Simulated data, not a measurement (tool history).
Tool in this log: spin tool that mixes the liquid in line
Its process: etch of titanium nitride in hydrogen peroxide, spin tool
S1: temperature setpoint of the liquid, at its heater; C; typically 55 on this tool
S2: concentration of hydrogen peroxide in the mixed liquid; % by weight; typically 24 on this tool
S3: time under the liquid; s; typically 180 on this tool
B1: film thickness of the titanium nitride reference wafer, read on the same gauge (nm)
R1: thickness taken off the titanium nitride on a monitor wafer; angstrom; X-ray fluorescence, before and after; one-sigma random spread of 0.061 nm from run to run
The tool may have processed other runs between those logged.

run	hour	S1	S2	S3	B1	R1
1	0	55	24	180	139.94	62.7
2	42.9	55	24	180	140.01	64.3
# hour 43.8: gauge calibrated
# hour 46.1: peroxide flow meter replaced
3	87.7	55	24	180	140.01	64.6
4	178.5	55	24	235	140	83.7
# hour 418.5: new drum of peroxide connected
5	455.3	55	24	235	140.01	83.8
6	509.8	55	24	235	139.96	83.6
# hour 514.2: thermometer replaced
7	556	55	26.5	180	140.02	65.9
8	630.1	55	26.5	180	140.03	65.4
9	707.4	59.5	24	180	140	86.3
10	798.2	59.5	24	180	139.97	88.2
11	834.8	55	29	180	139.98	66.8
12	904.2	55	24	180	140	64.4
13	945.5	49	27	70	139.99	16.4
14	998.7	55	28	180	140.05	65.5
# hour 1003.1: peroxide flow meter replaced
# hour 1018: new drum of peroxide connected
# hour 1049.9: gauge calibrated
15	1082.8	46	24	240	140	43.7
16	1131.1	55	19.5	230	139.99	78.8
17	1216.2	64.5	24	125	140.02	85.5
# hour 1255.6: heated supply line repaired
18	1297.2	55	29	250	140.04	95.3
19	1365.1	55	24	180	139.97	63.5
# hour 1367.3: thermometer replaced
20	1423	55	30	180	139.97	66.8
21	1502.4	55	24	180	139.97	65.1
22	1560.5	51	26	100	139.97	27.4
23	1605.2	55	24	180	140.07	64
24	1650.6	55	24	180	140.03	64.5
25	1689.8	45.5	24	180	140.04	32.1

Forecast each of these 4 alternatives for the next run:
A	1690.3	55	24	180	?	?
B	1690.3	46	21	140	?	?
C	1690.3	59	24	180	?	?
D	1690.3	55	21	240	?	?

run	B1	R1
A	140	64.1
B	140	25.3
C	140	84.5
D	140	83
The same runs, with their run-to-run variation unchanged, on a tool lacking any hidden condition would have given:
run	R1
A	64.1
B	25.3
C	84.5
D	83

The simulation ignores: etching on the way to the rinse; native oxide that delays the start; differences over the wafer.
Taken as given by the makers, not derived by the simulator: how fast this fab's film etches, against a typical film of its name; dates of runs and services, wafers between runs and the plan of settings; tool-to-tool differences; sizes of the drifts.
